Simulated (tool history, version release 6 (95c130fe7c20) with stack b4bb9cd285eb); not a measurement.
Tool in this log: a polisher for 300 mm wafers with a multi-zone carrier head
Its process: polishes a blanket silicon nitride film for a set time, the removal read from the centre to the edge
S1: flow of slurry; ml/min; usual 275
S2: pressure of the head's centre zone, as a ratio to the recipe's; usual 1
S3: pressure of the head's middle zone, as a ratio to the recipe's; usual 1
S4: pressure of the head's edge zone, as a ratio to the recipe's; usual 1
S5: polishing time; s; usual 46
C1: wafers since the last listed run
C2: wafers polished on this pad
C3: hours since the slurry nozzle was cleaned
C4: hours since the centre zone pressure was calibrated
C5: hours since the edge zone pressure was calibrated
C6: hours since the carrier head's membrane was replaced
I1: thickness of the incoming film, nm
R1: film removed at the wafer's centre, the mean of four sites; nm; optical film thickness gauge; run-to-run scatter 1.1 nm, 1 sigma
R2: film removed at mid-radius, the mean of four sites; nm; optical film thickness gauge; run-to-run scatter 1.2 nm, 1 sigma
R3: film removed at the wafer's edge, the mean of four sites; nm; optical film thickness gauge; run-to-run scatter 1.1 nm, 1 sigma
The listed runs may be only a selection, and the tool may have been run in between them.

run     day   S1    S2    S3    S4  S5   C1    C2     C3     C4     C5      C6     I1     R1     R2     R3
  1       0  275     1     1     1  46    0  1495   99.8  583.2  183.6  1036.8    759   89.4   90.4   90.7
      0.171  -- worn pad replaced by a new one
  2   1.221  215     1     1     1  46  219   218  129.1  612.5  212.9  1066.1  766.1   86.2   85.8   89.2
  3   1.896  215     1     1     1  46  140   359  145.3  628.7  229.1  1082.3  767.5   86.4   84.2     88
  4    3.35  275     1     1     1  46  302   661  180.2  663.6    264  1117.2  755.2   87.9   87.9   88.1
  5   4.833  275     1     1     1  46  308   970  215.8  699.2  299.6  1152.8  766.6   88.7   89.3   88.8
  6   5.388  275     1  1.09     1  46  115  1085  229.1  712.5  312.9  1166.1  780.2   88.5   95.8     90
      5.979  -- slurry nozzle cleaned
      6.433  -- worn pad replaced by a new one
  7   6.712  275     1  1.05     1  46  232    58   17.6  744.3  344.7  1197.9  786.3   85.6   87.4   86.5
  8   7.612  275     1     1  0.96  46  187   245   39.2  765.9  366.3  1219.5  764.9   82.8   83.8   86.2
  9   9.054  275  0.96  0.91  1.06  46  299   545   73.8  800.5  400.9  1254.1    786   80.2   76.2   87.5
      9.133  -- slurry nozzle cleaned, repeated, since the last time left the tool worse
     10.242  -- carrier head's membrane replaced by a new one
 10  12.425  345     1     1  1.12  56  649  1195     79  881.4  481.8    52.4  773.3  110.6  113.3  116.2
     13.121  -- worn pad replaced by a new one
 11  13.142  240  0.93     1     1  46  114     4   96.2  898.6    499    69.6  770.3   80.6   87.8   89.8
 12  13.946  275     1     1  0.97  46  167   171  115.5  917.9  518.3    88.9  777.8   88.8   90.5   90.1
 13  14.858  275     1     1     1  38  189   361  137.4  939.8  540.2   110.8  765.7   74.9     74   74.7
     16.388  -- edge zone pressure recalibrated
     16.471  -- centre zone pressure recalibrated
 14  17.775  275  0.95  1.08  1.09  59  572   933  207.4   31.3   33.3   180.8  770.8  108.1  124.5  117.5
 15  18.625  275  0.96  0.91  1.06  46  176  1110  227.8   51.7   53.7   201.2  767.6   84.4   83.2   90.8
     19.183  -- slurry nozzle cleaned
 16  19.729  275     1     1     1  46  221  1331   13.1   78.2   80.2   227.7  774.7   91.1   91.4   91.4
     20.592  -- worn pad replaced by a new one
 17  20.975  275   1.1  1.06     1  57  224    79     43  108.1  110.1   257.6  770.2  123.6  119.2  114.7

Alternative continuations, all from the tool just after run 17; predict every row:
  A  20.992  275     1     1   1  46   3  83  43.4  108.5  110.5  258  781   ?   ?   ?
  B  20.992  275     1  1.08   1  51   3  83  43.4  108.5  110.5  258  781   ?   ?   ?
  C  20.992  240  0.96     1   1  46   3  83  43.4  108.5  110.5  258  781   ?   ?   ?

run    R1     R2    R3
  A    88     90  91.2
  B  97.6  106.5   101
  C  83.1   88.8  90.3
Had the tool no hidden state, the same runs would have come out as:
run    R1     R2     R3
  A  88.9   90.8   91.8
  B  98.6  107.5  101.7
  C    84   89.6   90.9
